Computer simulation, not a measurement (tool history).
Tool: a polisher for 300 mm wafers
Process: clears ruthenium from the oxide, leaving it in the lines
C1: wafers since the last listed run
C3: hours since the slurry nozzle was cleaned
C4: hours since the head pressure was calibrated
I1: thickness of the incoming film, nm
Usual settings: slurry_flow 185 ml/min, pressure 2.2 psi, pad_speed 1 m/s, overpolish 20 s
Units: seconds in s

run 1 hour=0 | slurry_flow=215 pressure=2.2 pad_speed=1 overpolish=20 | C1=0 wafers_polished_on_this_pad=2114 C3=769.7 C4=554 | I1=95.4 | seconds=98.2
-- hour=31.1 slurry nozzle cleaned
run 2 hour=71 | slurry_flow=185 pressure=2.2 pad_speed=0.8 overpolish=20 | C1=487 wafers_polished_on_this_pad=2602 C3=39.9 C4=625 | I1=93.6 | seconds=119.3
run 3 hour=111.9 | slurry_flow=185 pressure=2.2 pad_speed=0.8 overpolish=20 | C1=284 wafers_polished_on_this_pad=2886 C3=80.8 C4=665.9 | I1=94.6 | seconds=120.6
-- hour=115.7 head pressure recalibrated
run 4 hour=181.9 | slurry_flow=185 pressure=2.2 pad_speed=0.8 overpolish=20 | C1=473 wafers_polished_on_this_pad=3359 C3=150.8 C4=66.2 | I1=94 | seconds=129.3
run 5 hour=246.3 | slurry_flow=185 pressure=2.2 pad_speed=1 overpolish=20 | C1=448 wafers_polished_on_this_pad=3808 C3=215.2 C4=130.6 | I1=94.7 | seconds=102.7
run 6 hour=309.2 | slurry_flow=185 pressure=2.2 pad_speed=1 overpolish=20 | C1=437 wafers_polished_on_this_pad=4245 C3=278.1 C4=193.5 | I1=94.1 | seconds=99.7
-- hour=357 worn pad replaced by a new one
run 7 hour=404.8 | slurry_flow=185 pressure=2.2 pad_speed=1 overpolish=20 | C1=637 wafers_polished_on_this_pad=332 C3=373.7 C4=289.1 | I1=94 | seconds=88
run 8 hour=485.5 | slurry_flow=185 pressure=2.2 pad_speed=1 overpolish=20 | C1=561 wafers_polished_on_this_pad=894 C3=454.4 C4=369.8 | I1=96.1 | seconds=94.4
run 9 hour=538.1 | slurry_flow=185 pressure=2.2 pad_speed=1 overpolish=20 | C1=366 wafers_polished_on_this_pad=1260 C3=507 C4=422.4 | I1=96.6 | seconds=95.9
run 10 hour=608.2 | slurry_flow=185 pressure=2.2 pad_speed=1 overpolish=20 | C1=487 wafers_polished_on_this_pad=1748 C3=577.1 C4=492.5 | I1=96.7 | seconds=94.3
run 11 hour=705.9 | slurry_flow=185 pressure=2.2 pad_speed=1 overpolish=17 | C1=679 wafers_polished_on_this_pad=2428 C3=674.8 C4=590.2 | I1=94.7 | seconds=93.7
run 12 hour=766 | slurry_flow=155 pressure=2.2 pad_speed=1 overpolish=20 | C1=418 wafers_polished_on_this_pad=2846 C3=734.9 C4=650.3 | I1=94.6 | seconds=96.7
run 13 hour=820.8 | slurry_flow=160 pressure=2.7 pad_speed=1.34 overpolish=17 | C1=381 wafers_polished_on_this_pad=3227 C3=789.7 C4=705.1 | I1=94.8 | seconds=63.5
-- hour=833.6 head pressure recalibrated
-- hour=855.5 slurry nozzle cleaned
run 14 hour=915.7 | slurry_flow=185 pressure=1.7 pad_speed=1 overpolish=20 | C1=639 wafers_polished_on_this_pad=3867 C3=60.2 C4=82.1 | I1=94.6 | seconds=121.4
run 15 hour=1003.4 | slurry_flow=145 pressure=2.2 pad_speed=1.28 overpolish=30 | C1=610 wafers_polished_on_this_pad=4477 C3=147.9 C4=169.8 | I1=96.9 | seconds=85.8
run 16 hour=1057.6 | slurry_flow=230 pressure=2.2 pad_speed=1 overpolish=20 | C1=377 wafers_polished_on_this_pad=4854 C3=202.1 C4=224 | I1=92.9 | seconds=98.2
-- hour=1107.5 worn pad replaced by a new one
run 17 hour=1156.9 | slurry_flow=185 pressure=1.8 pad_speed=1 overpolish=20 | C1=663 wafers_polished_on_this_pad=343 C3=301.4 C4=323.3 | I1=96 | seconds=109.8
run 18 hour=1232.4 | slurry_flow=185 pressure=2.8 pad_speed=1 overpolish=20 | C1=525 wafers_polished_on_this_pad=869 C3=376.9 C4=398.8 | I1=94.7 | seconds=80.6
run 19 hour=1278.1 | slurry_flow=185 pressure=1.6 pad_speed=1 overpolish=20 | C1=318 wafers_polished_on_this_pad=1187 C3=422.6 C4=444.5 | I1=95.2 | seconds=118.9
run 20 hour=1355.2 | slurry_flow=185 pressure=2.2 pad_speed=1 overpolish=11 | C1=536 wafers_polished_on_this_pad=1723 C3=499.7 C4=521.6 | I1=94.4 | seconds=101
run 21 hour=1454.3 | slurry_flow=230 pressure=2 pad_speed=0.72 overpolish=20 | C1=689 wafers_polished_on_this_pad=2413 C3=598.8 C4=620.7 | I1=94.8 | seconds=142.2
run 22 hour=1524.3 | slurry_flow=185 pressure=2.2 pad_speed=1 overpolish=20 | C1=487 wafers_polished_on_this_pad=2900 C3=668.8 C4=690.7 | I1=95.6 | seconds=100.6
-- hour=1557.2 slurry nozzle cleaned
run 23 hour=1583.5 | slurry_flow=185 pressure=2.2 pad_speed=1 overpolish=20 | C1=405 wafers_polished_on_this_pad=3305 C3=26.3 C4=749.9 | I1=94.3 | seconds=96.9
-- hour=1613.8 head pressure recalibrated
run 24 hour=1678.6 | slurry_flow=145 pressure=1.9 pad_speed=0.7 overpolish=20 | C1=647 wafers_polished_on_this_pad=3953 C3=121.4 C4=64.8 | I1=94.2 | seconds=174.2
run 25 hour=1724.6 | slurry_flow=185 pressure=2.2 pad_speed=1.2 overpolish=20 | C1=320 wafers_polished_on_this_pad=4273 C3=167.4 C4=110.8 | I1=93.2 | seconds=87.8
run 26 hour=1824.9 | slurry_flow=185 pressure=2.2 pad_speed=1 overpolish=20 | C1=698 wafers_polished_on_this_pad=4971 C3=267.7 C4=211.1 | I1=95.8 | seconds=110.1
-- hour=1854.6 worn pad replaced by a new one
run 27 hour=1928.3 | slurry_flow=150 pressure=1.7 pad_speed=0.72 overpolish=20 | C1=691 wafers_polished_on_this_pad=513 C3=371.1 C4=314.5 | I1=95.8 | seconds=163.4
run 28 hour=2015.2 | slurry_flow=250 pressure=2.2 pad_speed=0.9 overpolish=11 | C1=604 wafers_polished_on_this_pad=1117 C3=458 C4=401.4 | I1=94 | seconds=100.3
run 29 hour=2098.7 | slurry_flow=185 pressure=2.2 pad_speed=1.3 overpolish=20 | C1=581 wafers_polished_on_this_pad=1699 C3=541.5 C4=484.9 | I1=95.2 | seconds=76.2
run 30 hour=2139.7 | slurry_flow=185 pressure=2.2 pad_speed=1 overpolish=20 | C1=285 wafers_polished_on_this_pad=1984 C3=582.5 C4=525.9 | I1=94.5 | seconds=95.2
run 31 hour=2189.9 | slurry_flow=185 pressure=2.2 pad_speed=1 overpolish=23 | C1=349 wafers_polished_on_this_pad=2333 C3=632.7 C4=576.1 | I1=95.1 | seconds=101.1
run 32 hour=2272.9 | slurry_flow=185 pressure=2.2 pad_speed=1 overpolish=20 | C1=577 wafers_polished_on_this_pad=2911 C3=715.7 C4=659.1 | I1=94.9 | seconds=100.9
-- hour=2286.2 head pressure recalibrated
run 33 hour=2317.8 | slurry_flow=245 pressure=2.9 pad_speed=1 overpolish=13 | C1=298 wafers_polished_on_this_pad=3209 C3=760.6 C4=31.6 | I1=95.5 | seconds=80.5
-- hour=2386.1 slurry nozzle cleaned
run 34 hour=2418.6 | slurry_flow=185 pressure=2.2 pad_speed=1 overpolish=20 | C1=694 wafers_polished_on_this_pad=3904 C3=32.5 C4=132.4 | I1=95 | seconds=105.1
run 35 hour=2512 | slurry_flow=185 pressure=2.2 pad_speed=1 overpolish=20 | C1=650 wafers_polished_on_this_pad=4554 C3=125.9 C4=225.8 | I1=95.4 | seconds=108.5
-- hour=2584.4 worn pad replaced by a new one
run 36 hour=2612.2 | slurry_flow=185 pressure=2.2 pad_speed=1.28 overpolish=20 | C1=669 wafers_polished_on_this_pad=193 C3=226.1 C4=326 | I1=95.2 | seconds=72.5
run 37 hour=2671.2 | slurry_flow=120 pressure=1.6 pad_speed=0.78 overpolish=15 | C1=410 wafers_polished_on_this_pad=604 C3=285.1 C4=385 | I1=95.3 | seconds=162.2

Measured less the same run without the tool's hidden state. The same run-to-run variation is in both; the gauge's scatter may not be:
The hidden state here: removal rate lost through wear of the pad, %; slurry flow missing at the pad, %; deviation of the head's pressure from its setpoint, %.
run=1 seconds=+6
run=2 seconds=+7.1
run=3 seconds=+6.9
run=4 seconds=+12.6
run=5 seconds=+10.3
run=6 seconds=+10.1
run=7 seconds=-0.2
run=8 seconds=+2
run=9 seconds=+2.9
run=10 seconds=+3.5
run=11 seconds=+3.7
run=12 seconds=+3.5
run=13 seconds=+2.1
run=14 seconds=+14.2
run=15 seconds=+10.1
run=16 seconds=+11.5
run=17 seconds=+4.1
run=18 seconds=+4.7
run=19 seconds=+7.9
run=20 seconds=+7.6
run=21 seconds=+10.9
run=22 seconds=+7.3
run=23 seconds=+6.6
run=24 seconds=+23.3
run=25 seconds=+11.9
run=26 seconds=+14.8
run=27 seconds=+3
run=28 seconds=+3.9
run=29 seconds=+3.7
run=30 seconds=+4.9
run=31 seconds=+5.2
run=32 seconds=+4.9
run=33 seconds=+9.1
run=34 seconds=+12.3
run=35 seconds=+12.7
run=36 seconds=-0.1
run=37 seconds=+2.9
